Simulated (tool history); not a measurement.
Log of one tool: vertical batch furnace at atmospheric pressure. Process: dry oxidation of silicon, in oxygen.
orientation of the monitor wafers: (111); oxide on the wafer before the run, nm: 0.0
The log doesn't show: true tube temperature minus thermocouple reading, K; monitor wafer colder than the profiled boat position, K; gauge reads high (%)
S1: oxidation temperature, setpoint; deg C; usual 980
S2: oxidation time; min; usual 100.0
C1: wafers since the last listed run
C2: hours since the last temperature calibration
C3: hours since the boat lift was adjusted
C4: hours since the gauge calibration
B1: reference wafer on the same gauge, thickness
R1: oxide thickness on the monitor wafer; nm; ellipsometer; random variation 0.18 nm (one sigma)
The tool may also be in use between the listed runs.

run 1 hour=0.0 | S1=980 S2=100.0 | C1=0 C2=971.1 C3=2535.2 C4=390.5 | B1=83.35 | R1=79.13
run 2 hour=38.6 | S1=980 S2=100.0 | C1=360 C2=1009.7 C3=2573.8 C4=429.1 | B1=83.32 | R1=79.11
run 3 hour=69.2 | S1=980 S2=100.0 | C1=285 C2=1040.3 C3=2604.4 C4=459.7 | B1=83.35 | R1=79.37
run 4 hour=134.7 | S1=980 S2=100.0 | C1=612 C2=1105.8 C3=2669.9 C4=525.2 | B1=83.33 | R1=79.25
run 5 hour=197.0 | S1=980 S2=100.0 | C1=582 C2=1168.1 C3=2732.2 C4=587.5 | B1=83.31 | R1=79.35
run 6 hour=260.6 | S1=965 S2=100.0 | C1=594 C2=1231.7 C3=2795.8 C4=651.1 | B1=83.34 | R1=71.19
run 7 hour=285.7 | S1=980 S2=100.0 | C1=234 C2=1256.8 C3=2820.9 C4=676.2 | B1=83.28 | R1=79.48
run 8 hour=408.9 | S1=980 S2=100.0 | C1=1151 C2=1380.0 C3=2944.1 C4=799.4 | B1=83.29 | R1=79.94
run 9 hour=435.0 | S1=980 S2=124.5 | C1=243 C2=1406.1 C3=2970.2 C4=825.5 | B1=83.30 | R1=92.13
run 10 hour=466.7 | S1=980 S2=124.5 | C1=296 C2=1437.8 C3=3001.9 C4=857.2 | B1=83.29 | R1=91.98
run 11 hour=537.9 | S1=995 S2=100.0 | C1=665 C2=1509.0 C3=3073.1 C4=928.4 | B1=83.29 | R1=88.57
run 12 hour=572.2 | S1=980 S2=110.5 | C1=320 C2=1543.3 C3=3107.4 C4=962.7 | B1=83.31 | R1=85.30
run 13 hour=772.3 | S1=980 S2=110.5 | C1=1869 C2=1743.4 C3=3307.5 C4=1162.8 | B1=83.28 | R1=85.20
run 14 hour=894.4 | S1=980 S2=110.5 | C1=1140 C2=1865.5 C3=3429.6 C4=1284.9 | B1=83.33 | R1=85.61
run 15 hour=1067.8 | S1=980 S2=100.0 | C1=1620 C2=2038.9 C3=3603.0 C4=1458.3 | B1=83.32 | R1=80.04
run 16 hour=1105.7 | S1=965 S2=53.0 | C1=354 C2=2076.8 C3=3640.9 C4=1496.2 | B1=83.30 | R1=46.58
run 17 hour=1141.7 | S1=980 S2=53.5 | C1=336 C2=2112.8 C3=3676.9 C4=1532.2 | B1=83.28 | R1=52.55
run 18 hour=1190.1 | S1=1003 S2=100.0 | C1=452 C2=2161.2 C3=3725.3 C4=1580.6 | B1=83.36 | R1=94.01
run 19 hour=1214.9 | S1=968 S2=126.5 | C1=231 C2=2186.0 C3=3750.1 C4=1605.4 | B1=83.27 | R1=85.41
run 20 hour=1284.2 | S1=987 S2=100.0 | C1=647 C2=2255.3 C3=3819.4 C4=1674.7 | B1=83.32 | R1=83.95
-- hour=1306.2 gauge calibrated
run 21 hour=1329.8 | S1=988 S2=57.0 | C1=426 C2=2300.9 C3=3865.0 C4=23.6 | B1=83.26 | R1=58.39
run 22 hour=1359.4 | S1=980 S2=100.0 | C1=276 C2=2330.5 C3=3894.6 C4=53.2 | B1=83.27 | R1=80.33
run 23 hour=1422.6 | S1=980 S2=100.0 | C1=590 C2=2393.7 C3=3957.8 C4=116.4 | B1=83.26 | R1=79.93
-- hour=1479.7 thermocouples replaced and temperature profile calibrated
run 24 hour=1488.9 | S1=964 S2=130.0 | C1=395 C2=9.2 C3=4024.1 C4=182.7 | B1=83.30 | R1=82.39
run 25 hour=1555.8 | S1=958 S2=149.0 | C1=625 C2=76.1 C3=4091.0 C4=249.6 | B1=83.28 | R1=86.40
-- hour=1608.9 boat lift adjusted
run 26 hour=1752.8 | S1=999 S2=74.5 | C1=1616 C2=273.1 C3=143.9 C4=446.6 | B1=83.35 | R1=74.40
run 27 hour=1801.3 | S1=992 S2=147.0 | C1=453 C2=321.6 C3=192.4 C4=495.1 | B1=83.25 | R1=109.73
run 28 hour=1869.7 | S1=980 S2=100.0 | C1=639 C2=390.0 C3=260.8 C4=563.5 | B1=83.25 | R1=78.70
run 29 hour=1901.8 | S1=972 S2=134.0 | C1=299 C2=422.1 C3=292.9 C4=595.6 | B1=83.32 | R1=89.96
run 30 hour=1950.2 | S1=961 S2=100.0 | C1=452 C2=470.5 C3=341.3 C4=644.0 | B1=83.30 | R1=68.39
run 31 hour=2072.9 | S1=991 S2=147.5 | C1=1146 C2=593.2 C3=464.0 C4=766.7 | B1=83.30 | R1=110.23

Forecast each of these 4 alternatives for the next run:
run A hour=2078.5 | S1=990 S2=100.0 | C1=52 C2=598.8 C3=469.6 C4=772.3 | B1=? | R1=?
run B hour=2078.5 | S1=958 S2=123.0 | C1=52 C2=598.8 C3=469.6 C4=772.3 | B1=? | R1=?
run C hour=2078.5 | S1=991 S2=57.5 | C1=52 C2=598.8 C3=469.6 C4=772.3 | B1=? | R1=?
run D hour=2078.5 | S1=1005 S2=138.0 | C1=52 C2=598.8 C3=469.6 C4=772.3 | B1=? | R1=?

run=A B1=83.26 R1=85.14
run=B B1=83.26 R1=77.16
run=C B1=83.26 R1=59.48
run=D B1=83.26 R1=116.29
Without the tool's hidden state the same runs would have given:
run=A R1=83.18
run=B R1=75.20
run=C R1=58.03
run=D R1=113.64
